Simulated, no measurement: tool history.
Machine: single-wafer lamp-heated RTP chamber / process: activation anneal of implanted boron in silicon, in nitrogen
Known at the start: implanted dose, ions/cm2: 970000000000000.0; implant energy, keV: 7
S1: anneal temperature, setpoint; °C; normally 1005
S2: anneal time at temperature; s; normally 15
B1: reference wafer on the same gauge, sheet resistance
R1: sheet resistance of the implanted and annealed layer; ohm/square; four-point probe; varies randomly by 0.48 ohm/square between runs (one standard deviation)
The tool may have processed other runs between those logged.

Run 1, hour 0.0: usual settings; B1 125.91. Result: R1 139.53 ohm/square.
Run 2, hour 75.5: usual settings; B1 125.93. Result: R1 138.70 ohm/square.
Run 3, hour 137.7: usual settings; B1 125.98. Result: R1 137.81 ohm/square.
Run 4, hour 214.5: usual settings; B1 126.06. Result: R1 137.78 ohm/square.
At hour 238.5: pyrometer window cleaned and pyrometer calibrated.
At hour 308.5: reflector plate cleaned.
Run 5, hour 309.0: usual settings; B1 126.14. Result: R1 139.68 ohm/square.
Run 6, hour 370.7: usual settings; B1 125.84. Result: R1 139.55 ohm/square.
Run 7, hour 409.0: usual settings; B1 126.10. Result: R1 138.65 ohm/square.
Run 8, hour 471.9: usual settings; B1 126.02. Result: R1 139.03 ohm/square.
Run 9, hour 568.4: usual settings; B1 126.08. Result: R1 138.32 ohm/square.
At hour 643.5: pyrometer window cleaned and pyrometer calibrated.
At hour 656.3: reflector plate cleaned.
Run 10, hour 656.8: usual settings; B1 126.16. Result: R1 135.24 ohm/square.
Run 11, hour 708.4: usual settings but S1 1011 °C, S2 20 s; B1 125.80. Result: R1 131.21 ohm/square.
At hour 764.6: gauge calibrated.
Run 12, hour 813.4: usual settings but S1 1011 °C, S2 20 s; B1 125.96. Result: R1 130.94 ohm/square.
Run 13, hour 904.5: usual settings but S1 1011 °C, S2 20 s; B1 126.06. Result: R1 130.82 ohm/square.

Run 14 comes next. What will it give?
At hour 945.0: pyrometer window cleaned and pyrometer calibrated, repeated, since the last time left the tool worse.
At hour 993.1: reflector plate cleaned.
Run 14, hour 993.7: usual settings but S2 20 s; B1 ?. Result: R1 ?.

B1: 126.00
R1: 137.36 ohm/square
With the hidden condition absent and the run-to-run variation left alone, this run would have shown R1 137.60 ohm/square.

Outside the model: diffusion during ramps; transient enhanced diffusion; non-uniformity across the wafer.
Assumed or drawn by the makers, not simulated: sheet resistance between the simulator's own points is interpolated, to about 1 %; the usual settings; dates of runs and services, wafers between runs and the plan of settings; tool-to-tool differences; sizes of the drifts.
